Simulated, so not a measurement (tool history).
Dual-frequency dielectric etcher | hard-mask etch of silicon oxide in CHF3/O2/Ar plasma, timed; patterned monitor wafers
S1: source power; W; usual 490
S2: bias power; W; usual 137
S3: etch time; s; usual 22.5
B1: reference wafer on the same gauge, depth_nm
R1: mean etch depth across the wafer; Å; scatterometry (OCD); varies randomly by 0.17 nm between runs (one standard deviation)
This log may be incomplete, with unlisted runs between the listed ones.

run 1 hour=0 | S1=460 S2=137 S3=22.5 | B1=38.29 | R1=350.2
run 2 hour=19.9 | S1=460 S2=137 S3=22.5 | B1=38.24 | R1=351.4
run 3 hour=51.2 | S1=490 S2=137 S3=25 | B1=38.21 | R1=396
run 4 hour=78 | S1=490 S2=137 S3=25 | B1=38.19 | R1=397.9
run 5 hour=106 | S1=490 S2=137 S3=25 | B1=38.25 | R1=402.4
run 6 hour=135.8 | S1=530 S2=137 S3=22.5 | B1=38.35 | R1=375.1
run 7 hour=155.7 | S1=530 S2=137 S3=22.5 | B1=38.38 | R1=374.1
run 8 hour=185.1 | S1=490 S2=137 S3=22.5 | B1=38.37 | R1=360.6
run 9 hour=206.5 | S1=490 S2=144 S3=22.5 | B1=38.45 | R1=367
run 10 hour=236.9 | S1=490 S2=137 S3=20 | B1=38.46 | R1=321.8
run 11 hour=261.2 | S1=490 S2=137 S3=20 | B1=38.5 | R1=321.2
run 12 hour=275.2 | S1=490 S2=137 S3=20 | B1=38.62 | R1=323
-- hour=302.1 source power generator calibrated
run 13 hour=302.6 | S1=490 S2=128 S3=22.5 | B1=38.61 | R1=358.7
run 14 hour=330.7 | S1=490 S2=119 S3=28.5 | B1=38.71 | R1=446.2
run 15 hour=366.7 | S1=490 S2=137 S3=22.5 | B1=38.79 | R1=365
run 16 hour=387.7 | S1=490 S2=137 S3=22.5 | B1=38.84 | R1=367.8
run 17 hour=419.4 | S1=490 S2=137 S3=22.5 | B1=39.09 | R1=365.3
-- hour=434.4 bias power generator calibrated
-- hour=435.4 gauge calibrated
run 18 hour=520.4 | S1=490 S2=137 S3=20.5 | B1=38.41 | R1=329.1
-- hour=557.9 upper electrode replaced
-- hour=561.2 wet clean of the chamber
run 19 hour=561.7 | S1=490 S2=146 S3=17 | B1=38.48 | R1=276.6
run 20 hour=570.9 | S1=440 S2=137 S3=27.5 | B1=38.42 | R1=421.7
run 21 hour=605 | S1=570 S2=137 S3=22.5 | B1=38.49 | R1=384.1
run 22 hour=631.8 | S1=580 S2=119 S3=22.5 | B1=38.57 | R1=373
run 23 hour=662.6 | S1=490 S2=137 S3=22.5 | B1=38.58 | R1=360.6
run 24 hour=683.3 | S1=430 S2=169 S3=24.5 | B1=38.6 | R1=396.4
run 25 hour=751.7 | S1=490 S2=122 S3=22.5 | B1=38.71 | R1=354.4
run 26 hour=787.4 | S1=490 S2=137 S3=22.5 | B1=38.77 | R1=368

Consider 5 possible next runs. They are alternatives, not a sequence: every one starts from the tool as it was left by run 26. What does each give?
run A hour=787.8 | S1=490 S2=137 S3=22.5 | B1=? | R1=?
run B hour=787.8 | S1=450 S2=170 S3=18 | B1=? | R1=?
run C hour=787.8 | S1=460 S2=160 S3=27.5 | B1=? | R1=?
run D hour=787.8 | S1=490 S2=162 S3=22.5 | B1=? | R1=?
run E hour=787.8 | S1=450 S2=137 S3=22.5 | B1=? | R1=?

run=A B1=38.78 R1=364.1
run=B B1=38.78 R1=298.7
run=C B1=38.78 R1=452.6
run=D B1=38.78 R1=381.5
run=E B1=38.78 R1=351.3
With no hidden state in the tool, these same runs would have given:
run=A R1=359.1
run=B R1=294.6
run=C R1=446.3
run=D R1=376.3
run=E R1=346.4
